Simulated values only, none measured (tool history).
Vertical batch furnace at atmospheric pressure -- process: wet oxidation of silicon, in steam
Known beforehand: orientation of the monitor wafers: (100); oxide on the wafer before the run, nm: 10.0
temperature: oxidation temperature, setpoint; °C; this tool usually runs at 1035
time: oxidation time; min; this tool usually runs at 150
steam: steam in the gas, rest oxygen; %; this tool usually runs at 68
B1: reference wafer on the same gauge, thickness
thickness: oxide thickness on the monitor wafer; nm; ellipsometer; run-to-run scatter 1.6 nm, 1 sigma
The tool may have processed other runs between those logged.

run 1 hour=0 | temperature=1024 time=93.5 steam=68 | B1=725.95 | thickness=475.19
run 2 hour=98.4 | temperature=1024 time=93.5 steam=68 | B1=726.32 | thickness=475.98
run 3 hour=138.1 | temperature=1024 time=93.5 steam=68 | B1=726.18 | thickness=472.08
run 4 hour=228 | temperature=1035 time=150 steam=75 | B1=726.39 | thickness=713.77
run 5 hour=293.2 | temperature=1035 time=150 steam=75 | B1=725.58 | thickness=708.14
run 6 hour=393 | temperature=1035 time=150 steam=75 | B1=726.18 | thickness=707.85
-- hour=497.5 steam generator serviced
run 7 hour=498 | temperature=1035 time=150 steam=68 | B1=726.19 | thickness=655.99
run 8 hour=566.8 | temperature=1035 time=150 steam=68 | B1=726.12 | thickness=656.75
-- hour=633.3 thermocouples replaced and temperature profile calibrated
run 9 hour=633.8 | temperature=1035 time=150 steam=68 | B1=726.59 | thickness=656.86
-- hour=697.2 steam generator serviced, repeated, since the last time left the tool worse
-- hour=697.8 gauge calibrated
run 10 hour=729.7 | temperature=1035 time=150 steam=68 | B1=725.67 | thickness=693.04
run 11 hour=1027 | temperature=1035 time=194 steam=56 | B1=726.14 | thickness=714.91
run 12 hour=1074.9 | temperature=1035 time=150 steam=75 | B1=726.12 | thickness=730.59
run 13 hour=1113.1 | temperature=1035 time=150 steam=68 | B1=725.8 | thickness=688.38
run 14 hour=1192.3 | temperature=1035 time=82.5 steam=68 | B1=726.16 | thickness=479.62
run 15 hour=1250.7 | temperature=1028 time=150 steam=63 | B1=725.75 | thickness=636.39
run 16 hour=1341.1 | temperature=1054 time=122.5 steam=64 | B1=725.91 | thickness=644.69
run 17 hour=1396.9 | temperature=1018 time=180.5 steam=63 | B1=726.25 | thickness=673.13
run 18 hour=1499 | temperature=1035 time=150 steam=68 | B1=726.46 | thickness=685.75
run 19 hour=1568.6 | temperature=1035 time=75 steam=75 | B1=725.86 | thickness=479.66
run 20 hour=1651.7 | temperature=1051 time=150 steam=56 | B1=726.52 | thickness=659.56

Predict each of these 5 candidate next runs independently; none follows another, all start after run 20:
run A hour=1658.9 | temperature=1035 time=150 steam=68 | B1=? | thickness=?
run B hour=1658.9 | temperature=1023 time=189 steam=68 | B1=? | thickness=?
run C hour=1658.9 | temperature=1035 time=179 steam=60 | B1=? | thickness=?
run D hour=1658.9 | temperature=1017 time=206 steam=68 | B1=? | thickness=?
run E hour=1658.9 | temperature=1012 time=201 steam=68 | B1=? | thickness=?

run=A B1=725.38 thickness=685.5
run=B B1=725.38 thickness=740.74
run=C B1=725.38 thickness=706.77
run=D B1=725.38 thickness=756.36
run=E B1=725.38 thickness=725.94
Had the tool no hidden state, the same runs would have come out as:
run=A thickness=696.05
run=B thickness=752.2
run=C thickness=717.61
run=D thickness=768.11
run=E thickness=737.36

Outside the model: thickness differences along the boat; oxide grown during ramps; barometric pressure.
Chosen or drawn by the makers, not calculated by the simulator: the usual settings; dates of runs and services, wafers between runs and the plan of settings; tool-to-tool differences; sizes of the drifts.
